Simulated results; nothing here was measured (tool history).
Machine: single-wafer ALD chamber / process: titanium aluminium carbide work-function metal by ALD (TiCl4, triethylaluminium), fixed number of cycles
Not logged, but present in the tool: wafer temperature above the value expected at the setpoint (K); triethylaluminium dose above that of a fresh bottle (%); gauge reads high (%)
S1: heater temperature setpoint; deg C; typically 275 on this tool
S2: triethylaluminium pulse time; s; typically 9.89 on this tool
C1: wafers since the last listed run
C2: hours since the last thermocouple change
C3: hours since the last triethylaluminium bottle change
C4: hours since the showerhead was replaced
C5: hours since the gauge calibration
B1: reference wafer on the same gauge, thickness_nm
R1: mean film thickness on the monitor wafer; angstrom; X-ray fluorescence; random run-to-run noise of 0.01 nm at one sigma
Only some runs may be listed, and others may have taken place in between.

{"run": 1, "hour": 0.0, "S1": 283, "S2": 9.89, "C1": 0, "C2": 1506.5, "C3": 610.2, "C4": 2770.0, "C5": 600.6, "B1": 2.032, "R1": 18.95}
{"run": 2, "hour": 67.5, "S1": 283, "S2": 9.89, "C1": 1101, "C2": 1574.0, "C3": 677.7, "C4": 2837.5, "C5": 668.1, "B1": 2.03, "R1": 19.28}
{"run": 3, "hour": 117.4, "S1": 283, "S2": 9.89, "C1": 814, "C2": 1623.9, "C3": 727.6, "C4": 2887.4, "C5": 718.0, "B1": 2.03, "R1": 18.97}
{"run": 4, "hour": 146.5, "S1": 284, "S2": 9.89, "C1": 474, "C2": 1653.0, "C3": 756.7, "C4": 2916.5, "C5": 747.1, "B1": 2.027, "R1": 18.93}
{"run": 5, "hour": 206.1, "S1": 275, "S2": 9.89, "C1": 972, "C2": 1712.6, "C3": 816.3, "C4": 2976.1, "C5": 806.7, "B1": 2.027, "R1": 18.18}
{"run": 6, "hour": 275.0, "S1": 275, "S2": 9.89, "C1": 1124, "C2": 1781.5, "C3": 885.2, "C4": 3045.0, "C5": 875.6, "B1": 2.032, "R1": 18.13}
{"run": 7, "hour": 329.0, "S1": 275, "S2": 9.89, "C1": 881, "C2": 1835.5, "C3": 939.2, "C4": 3099.0, "C5": 929.6, "B1": 2.031, "R1": 18.14}
{"run": 8, "hour": 384.1, "S1": 275, "S2": 9.89, "C1": 899, "C2": 1890.6, "C3": 994.3, "C4": 3154.1, "C5": 984.7, "B1": 2.026, "R1": 18.08}
{"hour": 442.2, "done": "showerhead replaced"}
{"run": 9, "hour": 450.2, "S1": 275, "S2": 9.89, "C1": 948, "C2": 1956.7, "C3": 1060.4, "C4": 8.0, "C5": 1050.8, "B1": 2.026, "R1": 18.02}
{"run": 10, "hour": 486.8, "S1": 275, "S2": 9.89, "C1": 597, "C2": 1993.3, "C3": 1097.0, "C4": 44.6, "C5": 1087.4, "B1": 2.028, "R1": 17.96}
{"run": 11, "hour": 540.3, "S1": 275, "S2": 9.89, "C1": 872, "C2": 2046.8, "C3": 1150.5, "C4": 98.1, "C5": 1140.9, "B1": 2.032, "R1": 18.07}
{"hour": 553.1, "done": "thermocouple changed; heater temperature recalibrated"}
{"run": 12, "hour": 573.9, "S1": 275, "S2": 9.89, "C1": 417, "C2": 20.8, "C3": 1184.1, "C4": 131.7, "C5": 1174.5, "B1": 2.028, "R1": 17.95}
{"run": 13, "hour": 618.8, "S1": 267, "S2": 9.89, "C1": 732, "C2": 65.7, "C3": 1229.0, "C4": 176.6, "C5": 1219.4, "B1": 2.029, "R1": 17.07}
{"run": 14, "hour": 678.0, "S1": 264, "S2": 11.89, "C1": 966, "C2": 124.9, "C3": 1288.2, "C4": 235.8, "C5": 1278.6, "B1": 2.028, "R1": 17.51}
{"hour": 687.2, "done": "triethylaluminium bottle replaced"}
{"run": 15, "hour": 735.3, "S1": 285, "S2": 12.14, "C1": 804, "C2": 182.2, "C3": 48.1, "C4": 293.1, "C5": 1335.9, "B1": 2.029, "R1": 20.36}
{"run": 16, "hour": 773.9, "S1": 283, "S2": 13.13, "C1": 629, "C2": 220.8, "C3": 86.7, "C4": 331.7, "C5": 1374.5, "B1": 2.029, "R1": 19.82}
{"run": 17, "hour": 810.9, "S1": 287, "S2": 12.0, "C1": 603, "C2": 257.8, "C3": 123.7, "C4": 368.7, "C5": 1411.5, "B1": 2.035, "R1": 20.29}
{"run": 18, "hour": 848.3, "S1": 275, "S2": 12.82, "C1": 610, "C2": 295.2, "C3": 161.1, "C4": 406.1, "C5": 1448.9, "B1": 2.031, "R1": 19.26}
{"hour": 882.6, "done": "gauge calibrated"}
{"run": 19, "hour": 905.7, "S1": 284, "S2": 12.15, "C1": 936, "C2": 352.6, "C3": 218.5, "C4": 463.5, "C5": 23.1, "B1": 2.03, "R1": 19.99}
{"run": 20, "hour": 935.8, "S1": 275, "S2": 9.89, "C1": 491, "C2": 382.7, "C3": 248.6, "C4": 493.6, "C5": 53.2, "B1": 2.03, "R1": 18.51}
{"run": 21, "hour": 1003.4, "S1": 287, "S2": 9.89, "C1": 1103, "C2": 450.3, "C3": 316.2, "C4": 561.2, "C5": 120.8, "B1": 2.031, "R1": 19.58}
{"run": 22, "hour": 1064.3, "S1": 283, "S2": 9.89, "C1": 993, "C2": 511.2, "C3": 377.1, "C4": 622.1, "C5": 181.7, "B1": 2.028, "R1": 19.21}
{"run": 23, "hour": 1096.0, "S1": 282, "S2": 11.48, "C1": 517, "C2": 542.9, "C3": 408.8, "C4": 653.8, "C5": 213.4, "B1": 2.03, "R1": 19.43}
{"run": 24, "hour": 1168.0, "S1": 275, "S2": 9.89, "C1": 1174, "C2": 614.9, "C3": 480.8, "C4": 725.8, "C5": 285.4, "B1": 2.031, "R1": 18.38}

Below, some changes in R1 between adjacent runs. For each, the amount present without the hidden state too (settings, incoming material, random variation) and the amount remaining for the hidden state with gauge scatter not shared by both compared results:
Run 13 -> 14: S1 267 -> 264, S2 9.89 -> 11.89. R1 +0.44 angstrom: hidden state +0.31, all else +0.13.
Run 14 -> 15: S1 264 -> 285, S2 11.89 -> 12.14, triethylaluminium bottle replaced. R1 +2.85 angstrom: hidden state +0.33, all else +2.52.
Run 19 -> 20: S1 284 -> 275, S2 12.15 -> 9.89. R1 -1.48 angstrom: hidden state -0.10, all else -1.38.

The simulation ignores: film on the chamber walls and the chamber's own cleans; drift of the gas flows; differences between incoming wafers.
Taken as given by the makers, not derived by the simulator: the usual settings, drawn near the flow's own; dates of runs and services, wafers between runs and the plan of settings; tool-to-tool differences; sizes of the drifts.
